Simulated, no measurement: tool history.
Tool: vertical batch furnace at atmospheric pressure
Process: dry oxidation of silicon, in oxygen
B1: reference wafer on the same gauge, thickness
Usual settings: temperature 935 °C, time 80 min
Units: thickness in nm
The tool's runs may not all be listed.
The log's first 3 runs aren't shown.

Run 4, day 11.162: usual settings; B1 64.4. Result: thickness 56.94 nm.
Run 5, day 13.846: usual settings; B1 64.43. Result: thickness 56.96 nm.
Run 6, day 15.754: usual settings but time 103 min; B1 64.42. Result: thickness 62.26 nm.
Run 7, day 17.075: usual settings; B1 64.42. Result: thickness 56.97 nm.
Run 8, day 18.575: usual settings; B1 64.38. Result: thickness 57.17 nm.
Run 9, day 20.617: usual settings; B1 64.42. Result: thickness 56.93 nm.
At day 20.962: gauge calibrated.
Run 10, day 23.496: usual settings but time 109 min; B1 64.42. Result: thickness 63.13 nm.
Run 11, day 26.362: usual settings; B1 64.39. Result: thickness 57.09 nm.
Run 12, day 28.096: usual settings; B1 64.48. Result: thickness 56.87 nm.
At day 29.529: thermocouples replaced and temperature profile calibrated.
Run 13, day 29.771: usual settings but temperature 951 °C; B1 64.38. Result: thickness 60.45 nm.
At day 33.579: boat lift adjusted.
Run 14, day 37.075: usual settings but temperature 951 °C; B1 64.46. Result: thickness 61.74 nm.
Run 15, day 38.825: usual settings but temperature 951 °C; B1 64.42. Result: thickness 62.03 nm.
Run 16, day 41.588: usual settings; B1 64.44. Result: thickness 57.86 nm.
Run 17, day 42.679: usual settings; B1 64.42. Result: thickness 57.66 nm.
Run 18, day 44.712: usual settings but temperature 949 °C, time 45 min; B1 64.4. Result: thickness 51.69 nm.
Run 19, day 47.192: usual settings but temperature 926 °C, time 101 min; B1 64.36. Result: thickness 59.54 nm.
Run 20, day 49.221: usual settings; B1 64.41. Result: thickness 57.96 nm.
Run 21, day 50.892: usual settings; B1 64.38. Result: thickness 57.81 nm.
Run 22, day 52.192: usual settings but temperature 915 °C, time 105 min; B1 64.41. Result: thickness 57.02 nm.
Run 23, day 53.942: usual settings but temperature 957 °C, time 47.5 min; B1 64.37. Result: thickness 53.47 nm.
Run 24, day 55.721: usual settings but temperature 950 °C, time 67.5 min; B1 64.42. Result: thickness 58.47 nm.
Run 25, day 58.492: usual settings; B1 64.39. Result: thickness 57.77 nm.

Run 26 comes next. What will it give?
Run 26, day 60.096: usual settings; B1 ?. Result: thickness ?.

Run 26 gave B1 64.36, thickness 58.13 nm.
Without the tool's hidden state the same run would have given thickness 58.23 nm.
